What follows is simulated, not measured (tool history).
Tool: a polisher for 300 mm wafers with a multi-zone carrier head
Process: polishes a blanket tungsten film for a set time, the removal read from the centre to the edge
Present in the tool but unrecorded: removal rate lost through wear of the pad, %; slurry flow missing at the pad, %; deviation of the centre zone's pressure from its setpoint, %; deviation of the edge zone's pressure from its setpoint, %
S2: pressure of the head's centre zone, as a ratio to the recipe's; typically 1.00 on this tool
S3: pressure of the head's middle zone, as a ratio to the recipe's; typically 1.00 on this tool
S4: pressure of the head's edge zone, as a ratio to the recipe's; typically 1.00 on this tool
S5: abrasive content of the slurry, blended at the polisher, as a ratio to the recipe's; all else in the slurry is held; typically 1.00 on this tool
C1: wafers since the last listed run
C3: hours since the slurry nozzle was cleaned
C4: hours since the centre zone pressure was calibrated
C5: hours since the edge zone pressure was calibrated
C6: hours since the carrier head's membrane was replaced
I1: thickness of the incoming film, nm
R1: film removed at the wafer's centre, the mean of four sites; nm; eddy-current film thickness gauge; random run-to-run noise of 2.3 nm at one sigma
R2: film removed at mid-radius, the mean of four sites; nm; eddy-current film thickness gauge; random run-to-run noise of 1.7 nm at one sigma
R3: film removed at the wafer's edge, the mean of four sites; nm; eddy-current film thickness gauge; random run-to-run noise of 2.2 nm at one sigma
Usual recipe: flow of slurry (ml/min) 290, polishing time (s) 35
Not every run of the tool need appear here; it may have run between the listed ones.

run 1 hour=0.0 | flow_of_slurry_(ml/min)=290 S2=1.00 S3=1.00 S4=1.00 S5=1.00 polishing_time_(s)=35 | C1=0 wafers_polished_on_this_pad=522 C3=361.1 C4=547.2 C5=827.3 C6=1716.2 | I1=761.1 | R1=207.0 R2=223.7 R3=218.7
run 2 hour=22.7 | flow_of_slurry_(ml/min)=290 S2=1.00 S3=1.00 S4=1.00 S5=1.00 polishing_time_(s)=35 | C1=312 wafers_polished_on_this_pad=835 C3=383.8 C4=569.9 C5=850.0 C6=1738.9 | I1=769.9 | R1=205.6 R2=217.7 R3=222.4
run 3 hour=39.8 | flow_of_slurry_(ml/min)=290 S2=1.00 S3=1.00 S4=1.00 S5=1.00 polishing_time_(s)=35 | C1=235 wafers_polished_on_this_pad=1070 C3=400.9 C4=587.0 C5=867.1 C6=1756.0 | I1=772.4 | R1=210.2 R2=222.1 R3=215.2
-- hour=49.3 worn pad replaced by a new one
run 4 hour=59.7 | flow_of_slurry_(ml/min)=290 S2=1.00 S3=0.95 S4=1.00 S5=1.00 polishing_time_(s)=35 | C1=218 wafers_polished_on_this_pad=142 C3=420.8 C4=606.9 C5=887.0 C6=1775.9 | I1=759.6 | R1=209.4 R2=210.4 R3=218.4
run 5 hour=90.7 | flow_of_slurry_(ml/min)=290 S2=1.00 S3=0.95 S4=1.00 S5=1.00 polishing_time_(s)=35 | C1=426 wafers_polished_on_this_pad=569 C3=451.8 C4=637.9 C5=918.0 C6=1806.9 | I1=757.2 | R1=202.7 R2=212.8 R3=224.6
run 6 hour=125.6 | flow_of_slurry_(ml/min)=290 S2=1.00 S3=0.95 S4=1.00 S5=1.00 polishing_time_(s)=35 | C1=480 wafers_polished_on_this_pad=1049 C3=486.7 C4=672.8 C5=952.9 C6=1841.8 | I1=768.0 | R1=207.3 R2=213.1 R3=220.6
-- hour=150.7 carrier head's membrane replaced by a new one
-- hour=153.8 worn pad replaced by a new one
run 7 hour=154.3 | flow_of_slurry_(ml/min)=290 S2=0.94 S3=1.00 S4=1.00 S5=1.00 polishing_time_(s)=35 | C1=284 wafers_polished_on_this_pad=7 C3=515.4 C4=701.5 C5=981.6 C6=3.6 | I1=767.0 | R1=194.9 R2=220.6 R3=216.6
run 8 hour=229.8 | flow_of_slurry_(ml/min)=290 S2=0.94 S3=1.00 S4=1.00 S5=1.00 polishing_time_(s)=35 | C1=1039 wafers_polished_on_this_pad=1047 C3=590.9 C4=777.0 C5=1057.1 C6=79.1 | I1=761.7 | R1=197.5 R2=221.1 R3=222.7
-- hour=237.3 worn pad replaced by a new one
run 9 hour=245.7 | flow_of_slurry_(ml/min)=290 S2=1.00 S3=1.00 S4=1.00 S5=1.00 polishing_time_(s)=35 | C1=163 wafers_polished_on_this_pad=115 C3=606.8 C4=792.9 C5=1073.0 C6=95.0 | I1=775.8 | R1=205.5 R2=221.3 R3=221.4
run 10 hour=261.3 | flow_of_slurry_(ml/min)=290 S2=1.00 S3=1.00 S4=1.00 S5=1.00 polishing_time_(s)=35 | C1=214 wafers_polished_on_this_pad=330 C3=622.4 C4=808.5 C5=1088.6 C6=110.6 | I1=759.3 | R1=208.9 R2=218.0 R3=218.9
run 11 hour=275.6 | flow_of_slurry_(ml/min)=240 S2=1.05 S3=1.00 S4=0.94 S5=1.00 polishing_time_(s)=35 | C1=196 wafers_polished_on_this_pad=527 C3=636.7 C4=822.8 C5=1102.9 C6=124.9 | I1=766.9 | R1=207.5 R2=211.9 R3=211.4
run 12 hour=291.9 | flow_of_slurry_(ml/min)=290 S2=0.90 S3=1.00 S4=1.00 S5=1.00 polishing_time_(s)=35 | C1=224 wafers_polished_on_this_pad=751 C3=653.0 C4=839.1 C5=1119.2 C6=141.2 | I1=745.4 | R1=190.8 R2=221.3 R3=218.5
-- hour=315.2 worn pad replaced by a new one
run 13 hour=315.7 | flow_of_slurry_(ml/min)=290 S2=1.00 S3=1.00 S4=1.00 S5=1.00 polishing_time_(s)=35 | C1=272 wafers_polished_on_this_pad=6 C3=676.8 C4=862.9 C5=1143.0 C6=165.0 | I1=759.7 | R1=207.9 R2=222.4 R3=217.5
-- hour=334.2 edge zone pressure recalibrated
-- hour=345.3 centre zone pressure recalibrated
run 14 hour=346.5 | flow_of_slurry_(ml/min)=340 S2=0.88 S3=1.00 S4=1.00 S5=1.30 polishing_time_(s)=35 | C1=369 wafers_polished_on_this_pad=375 C3=707.6 C4=1.2 C5=12.3 C6=195.8 | I1=769.6 | R1=215.1 R2=239.6 R3=234.2
-- hour=354.1 slurry nozzle cleaned
run 15 hour=375.3 | flow_of_slurry_(ml/min)=290 S2=1.05 S3=1.00 S4=1.00 S5=0.85 polishing_time_(s)=32 | C1=382 wafers_polished_on_this_pad=758 C3=21.2 C4=30.0 C5=41.1 C6=224.6 | I1=760.1 | R1=201.4 R2=197.1 R3=195.3
run 16 hour=388.2 | flow_of_slurry_(ml/min)=290 S2=1.00 S3=0.93 S4=1.00 S5=1.00 polishing_time_(s)=35 | C1=177 wafers_polished_on_this_pad=935 C3=34.1 C4=42.9 C5=54.0 C6=237.5 | I1=768.8 | R1=215.3 R2=206.5 R3=219.8
run 17 hour=406.0 | flow_of_slurry_(ml/min)=290 S2=0.93 S3=1.00 S4=1.00 S5=1.00 polishing_time_(s)=35 | C1=245 wafers_polished_on_this_pad=1180 C3=51.9 C4=60.7 C5=71.8 C6=255.3 | I1=745.4 | R1=206.3 R2=221.5 R3=222.0
-- hour=417.1 worn pad replaced by a new one
run 18 hour=426.2 | flow_of_slurry_(ml/min)=290 S2=1.00 S3=1.00 S4=1.00 S5=1.00 polishing_time_(s)=35 | C1=223 wafers_polished_on_this_pad=124 C3=72.1 C4=80.9 C5=92.0 C6=275.5 | I1=760.4 | R1=215.7 R2=223.2 R3=219.7
run 19 hour=440.7 | flow_of_slurry_(ml/min)=290 S2=1.10 S3=1.00 S4=1.00 S5=1.00 polishing_time_(s)=35 | C1=199 wafers_polished_on_this_pad=324 C3=86.6 C4=95.4 C5=106.5 C6=290.0 | I1=749.9 | R1=230.5 R2=221.3 R3=215.7
run 20 hour=456.6 | flow_of_slurry_(ml/min)=290 S2=1.00 S3=1.00 S4=1.00 S5=1.00 polishing_time_(s)=35 | C1=218 wafers_polished_on_this_pad=543 C3=102.5 C4=111.3 C5=122.4 C6=305.9 | I1=758.4 | R1=218.4 R2=219.8 R3=218.8

Branching from run 20: 4 alternative next runs. What would each branch give?
run A hour=457.0 | flow_of_slurry_(ml/min)=290 S2=1.00 S3=1.00 S4=1.10 S5=1.00 polishing_time_(s)=35 | C1=5 wafers_polished_on_this_pad=549 C3=102.9 C4=111.7 C5=122.8 C6=306.3 | I1=749.6 | R1=? R2=? R3=?
run B hour=457.0 | flow_of_slurry_(ml/min)=325 S2=1.00 S3=0.89 S4=0.94 S5=1.00 polishing_time_(s)=44 | C1=5 wafers_polished_on_this_pad=549 C3=102.9 C4=111.7 C5=122.8 C6=306.3 | I1=749.6 | R1=? R2=? R3=?
run C hour=457.0 | flow_of_slurry_(ml/min)=330 S2=0.88 S3=1.00 S4=1.00 S5=1.15 polishing_time_(s)=26 | C1=5 wafers_polished_on_this_pad=549 C3=102.9 C4=111.7 C5=122.8 C6=306.3 | I1=749.6 | R1=? R2=? R3=?
run D hour=457.0 | flow_of_slurry_(ml/min)=290 S2=1.06 S3=1.00 S4=1.04 S5=1.00 polishing_time_(s)=40 | C1=5 wafers_polished_on_this_pad=549 C3=102.9 C4=111.7 C5=122.8 C6=306.3 | I1=749.6 | R1=? R2=? R3=?

run=A R1=214.2 R2=218.7 R3=231.2
run=B R1=272.6 R2=252.3 R3=273.6
run=C R1=151.7 R2=169.4 R3=170.8
run=D R1=255.4 R2=249.9 R3=257.4
Without the tool's hidden state the same runs would have given:
run=A R1=217.9 R2=218.7 R3=231.2
run=B R1=277.3 R2=252.3 R3=273.6
run=C R1=154.3 R2=169.3 R3=170.8
run=D R1=259.8 R2=249.9 R3=257.4
